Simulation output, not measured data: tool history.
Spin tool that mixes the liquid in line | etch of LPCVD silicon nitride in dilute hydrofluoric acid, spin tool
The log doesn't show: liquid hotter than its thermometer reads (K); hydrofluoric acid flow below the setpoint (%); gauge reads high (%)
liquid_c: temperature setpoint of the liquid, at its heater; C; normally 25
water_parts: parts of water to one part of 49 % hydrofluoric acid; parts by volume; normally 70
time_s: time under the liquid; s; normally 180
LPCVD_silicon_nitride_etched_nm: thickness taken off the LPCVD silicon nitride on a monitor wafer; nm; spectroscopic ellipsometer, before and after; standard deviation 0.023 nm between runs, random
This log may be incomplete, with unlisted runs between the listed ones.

run    hour  liquid_c  water_parts  time_s  wafers since the last listed run  hours since the thermometer was replaced  hours since the hydrofluoric acid flow meter was replaced  hours since the gauge calibration  read-back film thickness of the LPCVD silicon nitride reference wafer, read on the same gauge (nm)  LPCVD_silicon_nitride_etched_nm
  1       0        24           90     180                                 0                                     438.8                                                     1452.2                             1452.4                                                                                              90.014                            1.017
  2    30.2        25           70     240                               259                                       469                                                     1482.4                             1482.6                                                                                                  90                            1.868
  3      85        25           70     240                               471                                     523.8                                                     1537.2                             1537.4                                                                                              90.009                            1.959
  4     131        25           70     180                               395                                     569.8                                                     1583.2                             1583.4                                                                                              90.007                            1.443
  5   218.8        25           70     180                               754                                     657.6                                                       1671                             1671.2                                                                                              90.019                            1.473
  6   253.3        25           70     180                               296                                     692.1                                                     1705.5                             1705.7                                                                                              90.006                             1.52
  7   320.8        25           70     180                               580                                     759.6                                                       1773                             1773.2                                                                                              90.011                            1.486
  8   354.2        25           70     180                               287                                       793                                                     1806.4                             1806.6                                                                                              89.979                            1.469
  9   420.2        25           70     235                               567                                       859                                                     1872.4                             1872.6                                                                                              90.009                            1.921
 10   472.5        25           70     235                               449                                     911.3                                                     1924.7                             1924.9                                                                                                  90                            1.942
 11     541        25           70     180                               588                                     979.8                                                     1993.2                             1993.4                                                                                              90.005                            1.496
 12   595.9        28          105     240                               472                                    1034.7                                                     2048.1                             2048.3                                                                                              89.954                            1.627
      605.9  -- gauge calibrated
 13   623.3      22.5           80     140                               235                                    1062.1                                                     2075.5                               17.4                                                                                              90.011                             0.84
 14   694.6        27           50     245                               613                                    1133.4                                                     2146.8                               88.7                                                                                              89.989                            3.337
      698.3  -- hydrofluoric acid flow meter replaced
 15   759.3        21          105     235                               547                                    1198.1                                                         61                              153.4                                                                                              89.964                             1.02
      777.2  -- thermometer replaced
 16   815.4        25           70     180                               473                                      38.2                                                      117.1                              209.5                                                                                               89.99                            1.649
 17   872.2      20.5           70     180                               488                                        95                                                      173.9                              266.3                                                                                              89.988                            1.212
 18   905.5        27           50     210                               286                                     128.3                                                      207.2                              299.6                                                                                              89.974                             3.02
 19   933.5        25           70     180                               240                                     156.3                                                      235.2                              327.6                                                                                              89.999                            1.679
 20   985.9        25           70     240                               450                                     208.7                                                      287.6                                380                                                                                               89.96                            2.237
 21  1019.6        29           95     275                               289                                     242.4                                                      321.3                              413.7                                                                                              89.973                            2.403
 22  1064.1        23           70     115                               382                                     286.9                                                      365.8                              458.2                                                                                              90.007                             0.91
 23  1096.6        24           90     180                               279                                     319.4                                                      398.3                              490.7                                                                                              90.038                            1.214
       1134  -- thermometer replaced, repeated, since the last time left the tool worse
 24  1155.6        25           70     220                               498                                      21.6                                                      457.3                              549.7                                                                                              90.045                            1.696
 25  1200.6      28.5           55     110                               386                                      66.6                                                      502.3                              594.7                                                                                              90.038                            1.292
 26  1245.7        25           70     180                               387                                     111.7                                                      547.4                              639.8                                                                                              89.997                            1.418
 27    1308        21           85     250                               535                                       174                                                      609.7                              702.1                                                                                              90.018                            1.194
 28  1372.8      23.5           45     130                               557                                     238.8                                                      674.5                              766.9                                                                                              89.954                            1.402
 29  1435.7        25           70     180                               540                                     301.7                                                      737.4                              829.8                                                                                              89.999                            1.378
 30  1501.5      26.5           55     110                               565                                     367.5                                                      803.2                              895.6                                                                                              90.001                            1.196
 31  1543.8        25           70     180                               363                                     409.8                                                      845.5                              937.9                                                                                              89.993                            1.396
 32  1584.9        25           70     180                               353                                     450.9                                                      886.6                                979                                                                                              89.983                            1.413

Each run again, without the hidden state but with its own random variation kept:
run  LPCVD_silicon_nitride_etched_nm
  1                            0.963
  2                            1.765
  3                            1.843
  4                            1.352
  5                            1.372
  6                            1.411
  7                            1.372
  8                            1.353
  9                             1.76
 10                            1.772
 11                            1.358
 12                            1.476
 13                            0.756
 14                            2.993
 15                            0.908
 16                            1.365
 17                            0.992
 18                            2.485
 19                            1.378
 20                            1.828
 21                            1.977
 22                            0.736
 23                            0.984
 24                            1.666
 25                            1.265
 26                            1.383
 27                            1.158
 28                            1.352
 29                            1.323
 30                            1.143
 31                            1.329
 32                            1.341

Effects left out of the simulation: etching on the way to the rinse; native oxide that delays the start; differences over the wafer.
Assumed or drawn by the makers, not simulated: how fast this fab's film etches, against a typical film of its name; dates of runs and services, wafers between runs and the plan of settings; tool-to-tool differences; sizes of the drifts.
